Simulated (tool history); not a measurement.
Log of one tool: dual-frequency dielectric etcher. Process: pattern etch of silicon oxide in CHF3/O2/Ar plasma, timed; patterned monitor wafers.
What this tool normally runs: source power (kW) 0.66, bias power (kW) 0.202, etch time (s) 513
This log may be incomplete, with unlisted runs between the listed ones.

run      day  source power (kW)  bias power (kW)  etch time (s)  wafers since the last listed run  hours since the last wet clean  hours since the last source power generator calibration  hours since the last bias power generator calibration  hours since the last upper electrode change  hours since the gauge calibration  read-back reference wafer on the same gauge, depth_nm  mean etch depth across the wafer (nm)
  1        0               0.66            0.202            513                                 0                           253.3                                                   2581.8                                                 2917.8                                         3363                              565.7                                                 1220.8                                 1099.9
  2    1.954               0.66            0.183            513                               211                           300.2                                                   2628.7                                                 2964.7                                       3409.9                              612.6                                                 1220.1                                 1060.5
  3    4.875               0.66            0.183            513                               316                           370.3                                                   2698.8                                                 3034.8                                         3480                              682.7                                                 1219.2                                 1059.3
  4    8.946               0.66            0.202            513                               441                             468                                                   2796.5                                                 3132.5                                       3577.7                              780.4                                                 1220.7                                 1105.6
  5   12.904               0.66            0.202            513                               428                             563                                                   2891.5                                                 3227.5                                       3672.7                              875.4                                                   1219                                   1099
      15.338  -- wet clean of the chamber
  6   16.692               0.66            0.202            513                               302                            32.5                                                   2982.4                                                 3318.4                                       3763.6                              966.3                                                 1220.3                                   1102
  7   19.621               0.66            0.202            513                               317                           102.8                                                   3052.7                                                 3388.7                                       3833.9                             1036.6                                                 1221.2                                 1103.5
  8   22.454               0.66            0.241          416.5                               307                           170.8                                                   3120.7                                                 3456.7                                       3901.9                             1104.6                                                 1219.2                                  953.8
  9   26.892               0.66            0.241          416.5                               480                           277.3                                                   3227.2                                                 3563.2                                       4008.4                             1211.1                                                 1218.6                                  954.5
 10   30.192               0.66            0.241          416.5                               357                           356.5                                                   3306.4                                                 3642.4                                       4087.6                             1290.3                                                 1219.8                                  956.3
 11   33.488               0.66            0.227          631.5                               357                           435.6                                                   3385.5                                                 3721.5                                       4166.7                             1369.4                                                 1219.1                                 1414.7
      35.629  -- bias power generator calibrated
      36.496  -- wet clean of the chamber
 12   36.617               0.66            0.227          631.5                               227                             2.9                                                   3460.6                                                   23.7                                       4241.8                             1444.5                                                 1219.8                                 1416.1
 13   39.888               0.66            0.227          631.5                               354                            81.4                                                   3539.1                                                  102.2                                       4320.3                               1523                                                   1219                                 1411.2
      44.329  -- gauge calibrated
 14   48.875               0.54            0.202            629                               973                           297.1                                                   3754.8                                                  317.9                                         4536                              109.1                                                 1220.1                                 1249.8
 15   52.596               0.59            0.202            513                               403                           386.4                                                   3844.1                                                  407.2                                       4625.3                              198.4                                                 1219.6                                 1063.8
 16   56.812               0.66            0.202            513                               456                           487.6                                                   3945.3                                                  508.4                                       4726.5                              299.6                                                 1219.8                                 1099.7
      59.833  -- upper electrode replaced
 17   59.854               0.73            0.233            513                               221                           560.6                                                   4018.3                                                  581.4                                          0.5                              372.6                                                 1218.9                                 1206.5
      61.808  -- wet clean of the chamber
 18   63.896               0.54            0.217          380.5                               329                            50.1                                                   4115.3                                                  678.4                                         97.5                              469.6                                                 1219.6                                  777.6
 19   65.617               0.55            0.162            644                               186                            91.4                                                   4156.6                                                  719.7                                        138.8                              510.9                                                 1219.7                                 1196.4
 20   67.696               0.66            0.183            513                               225                           141.3                                                   4206.5                                                  769.6                                        188.7                              560.8                                                 1220.6                                 1062.5
 21   70.033               0.66             0.22            387                               253                           197.4                                                   4262.6                                                  825.7                                        244.8                              616.9                                                 1219.1                                  862.1
      71.954  -- source power generator calibrated
 22   73.929               0.66            0.202          450.5                               404                           290.9                                                     47.4                                                  919.2                                        338.3                              710.4                                                   1220                                  967.2
 23   77.446               0.66            0.188            513                               381                           375.3                                                    131.8                                                 1003.6                                        422.7                              794.8                                                 1218.9                                 1074.4
 24   79.846               0.51            0.202            513                               260                           432.9                                                    189.4                                                 1061.2                                        480.3                              852.4                                                 1219.4                                 1004.4
 25     82.4               0.66            0.202            367                               276                           494.2                                                    250.7                                                 1122.5                                        541.6                              913.7                                                   1221                                  790.8
      86.271  -- wet clean of the chamber
 26   86.292               0.51            0.217          439.5                               313                             0.5                                                    344.1                                                 1215.9                                          635                             1007.1                                                 1221.3                                  883.2
 27    92.15               0.66            0.202            513                               634                           141.1                                                    484.7                                                 1356.5                                        775.6                             1147.7                                                   1219                                   1106
     100.392  -- gauge calibrated
 28  103.779               0.78            0.226            562                              1260                           420.2                                                    763.8                                                 1635.6                                       1054.7                               81.3                                                 1221.1                                 1340.4

Consider 5 possible next runs. They are alternatives, not a sequence: every one starts from the tool as it was left by run 28. What does each give?
  A  103.804               0.66            0.202            513                                 2                           420.8                                                    764.4                                                 1636.2                                       1055.3                               81.9                                                      ?                                      ?
  B  103.804               0.75            0.202            568                                 2                           420.8                                                    764.4                                                 1636.2                                       1055.3                               81.9                                                      ?                                      ?
  C  103.804               0.58            0.173            513                                 2                           420.8                                                    764.4                                                 1636.2                                       1055.3                               81.9                                                      ?                                      ?
  D  103.804               0.73             0.24            602                                 2                           420.8                                                    764.4                                                 1636.2                                       1055.3                               81.9                                                      ?                                      ?
  E  103.804               0.66            0.202          628.5                                 2                           420.8                                                    764.4                                                 1636.2                                       1055.3                               81.9                                                      ?                                      ?

run  read-back reference wafer on the same gauge, depth_nm  mean etch depth across the wafer (nm)
  A                                                   1220                                 1109.4
  B                                                   1220                                 1288.5
  C                                                   1220                                 1000.2
  D                                                   1220                                   1439
  E                                                   1220                                 1359.2
The same runs, with their run-to-run variation unchanged, on a tool lacking any hidden condition would have given:
run  mean etch depth across the wafer (nm)
  A                                 1109.4
  B                                 1288.5
  C                                 1000.2
  D                                   1439
  E                                 1359.2
